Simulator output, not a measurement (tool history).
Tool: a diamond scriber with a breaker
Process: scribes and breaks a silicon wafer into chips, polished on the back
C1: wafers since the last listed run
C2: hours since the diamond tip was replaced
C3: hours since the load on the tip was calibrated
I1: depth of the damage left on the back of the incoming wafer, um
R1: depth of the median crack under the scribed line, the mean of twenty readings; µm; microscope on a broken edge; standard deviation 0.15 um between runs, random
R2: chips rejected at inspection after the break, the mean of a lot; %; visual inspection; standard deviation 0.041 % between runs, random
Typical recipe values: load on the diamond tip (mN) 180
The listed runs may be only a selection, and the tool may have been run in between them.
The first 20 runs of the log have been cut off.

Run 21, day 63.854: usual settings but load on the diamond tip (mN) 195; C1 219; C2 610.3; C3 1031.6; I1 0.05. Result: R1 7.07 µm, R2 6.48 %.
Run 22, day 66.133: usual settings but load on the diamond tip (mN) 218; C1 160; C2 665; C3 1086.3; I1 0.02. Result: R1 7.45 µm, R2 2.71 %.
At day 68.358: diamond tip replaced by a new one, of another model than before.
Run 23, day 68.467: usual settings but load on the diamond tip (mN) 217; C1 158; C2 2.6; C3 1142.3; I1 0.03. Result: R1 8.95 µm, R2 1.49 %.
At day 68.975: load on the tip recalibrated.
Run 24, day 79.546: usual settings but load on the diamond tip (mN) 141; C1 776; C2 268.5; C3 253.7; I1 0.04. Result: R1 6.68 µm, R2 15.06 %.
Run 25, day 81.796: usual settings but load on the diamond tip (mN) 144; C1 158; C2 322.5; C3 307.7; I1 0.04. Result: R1 6.43 µm, R2 17.25 %.
Run 26, day 84.671: usual settings; C1 203; C2 391.5; C3 376.7; I1 0.02. Result: R1 6.89 µm, R2 8.63 %.
Run 27, day 88.929: usual settings but load on the diamond tip (mN) 155; C1 300; C2 493.7; C3 478.9; I1 0.04. Result: R1 6.48 µm, R2 15.62 %.
Run 28, day 92.392: usual settings; C1 244; C2 576.8; C3 562; I1 0.02. Result: R1 6.58 µm, R2 10.33 %.
Run 29, day 96.512: usual settings but load on the diamond tip (mN) 164; C1 291; C2 675.7; C3 660.9; I1 0.04. Result: R1 6.52 µm, R2 15.14 %.
At day 97.917: diamond tip replaced by a new one.
Run 30, day 98.396: usual settings; C1 127; C2 11.5; C3 706.1; I1 0.05. Result: R1 7.81 µm, R2 0.49 %.
Run 31, day 100.842: usual settings but load on the diamond tip (mN) 146; C1 172; C2 70.2; C3 764.8; I1 0.03. Result: R1 7.46 µm, R2 4.36 %.
Run 32, day 105.171: usual settings but load on the diamond tip (mN) 216; C1 305; C2 174.1; C3 868.7; I1 0.04. Result: R1 8.01 µm, R2 0.74 %.
Run 33, day 108.242: usual settings but load on the diamond tip (mN) 159; C1 216; C2 247.8; C3 942.4; I1 0.02. Result: R1 6.93 µm, R2 7.9 %.
Run 34, day 111.067: usual settings; C1 199; C2 315.6; C3 1010.2; I1 0.04. Result: R1 7.11 µm, R2 6.63 %.
Run 35, day 114.292: usual settings; C1 227; C2 393; C3 1087.6; I1 0.04. Result: R1 7.03 µm, R2 6.8 %.
Run 36, day 116.375: usual settings but load on the diamond tip (mN) 203; C1 147; C2 443; C3 1137.6; I1 0.05. Result: R1 7.36 µm, R2 4.34 %.
At day 117.092: load on the tip recalibrated.
Run 37, day 121.158: usual settings; C1 331; C2 557.8; C3 97.6; I1 0.02. Result: R1 6.68 µm, R2 8.85 %.
Run 38, day 124.762: usual settings but load on the diamond tip (mN) 229; C1 254; C2 644.3; C3 184.1; I1 0.03. Result: R1 7.45 µm, R2 2.79 %.
Run 39, day 126.617: usual settings; C1 130; C2 688.8; C3 228.6; I1 0.03. Result: R1 6.83 µm, R2 9.1 %.
At day 129.462: diamond tip replaced by a new one.
Run 40, day 130.346: usual settings but load on the diamond tip (mN) 209; C1 257; C2 21.2; C3 318.1; I1 0.02. Result: R1 8.63 µm, R2 0.84 %.

5 ways to go on from here, each from the tool as it stands after run 40. What would each give?
Run A, day 130.371: usual settings; C1 1; C2 21.8; C3 318.7; I1 0.02. Result: R1 ?, R2 ?.
Run B, day 130.371: usual settings but load on the diamond tip (mN) 221; C1 1; C2 21.8; C3 318.7; I1 0.02. Result: R1 ?, R2 ?.
Run C, day 130.371: usual settings but load on the diamond tip (mN) 161; C1 1; C2 21.8; C3 318.7; I1 0.02. Result: R1 ?, R2 ?.
Run D, day 130.371: usual settings but load on the diamond tip (mN) 150; C1 1; C2 21.8; C3 318.7; I1 0.02. Result: R1 ?, R2 ?.
Run E, day 130.371: usual settings but load on the diamond tip (mN) 200; C1 1; C2 21.8; C3 318.7; I1 0.02. Result: R1 ?, R2 ?.

run    R1    R2
  A  8.06  0.78
  B  8.79  1.83
  C  7.72  2.04
  D  7.51  3.38
  E  8.42  0.73
With no hidden state in the tool, these same runs would have given:
run    R1    R2
  A  8.26  0.61
  B     9  2.92
  C   7.9  1.21
  D  7.69  2.18
  E  8.62   1.2

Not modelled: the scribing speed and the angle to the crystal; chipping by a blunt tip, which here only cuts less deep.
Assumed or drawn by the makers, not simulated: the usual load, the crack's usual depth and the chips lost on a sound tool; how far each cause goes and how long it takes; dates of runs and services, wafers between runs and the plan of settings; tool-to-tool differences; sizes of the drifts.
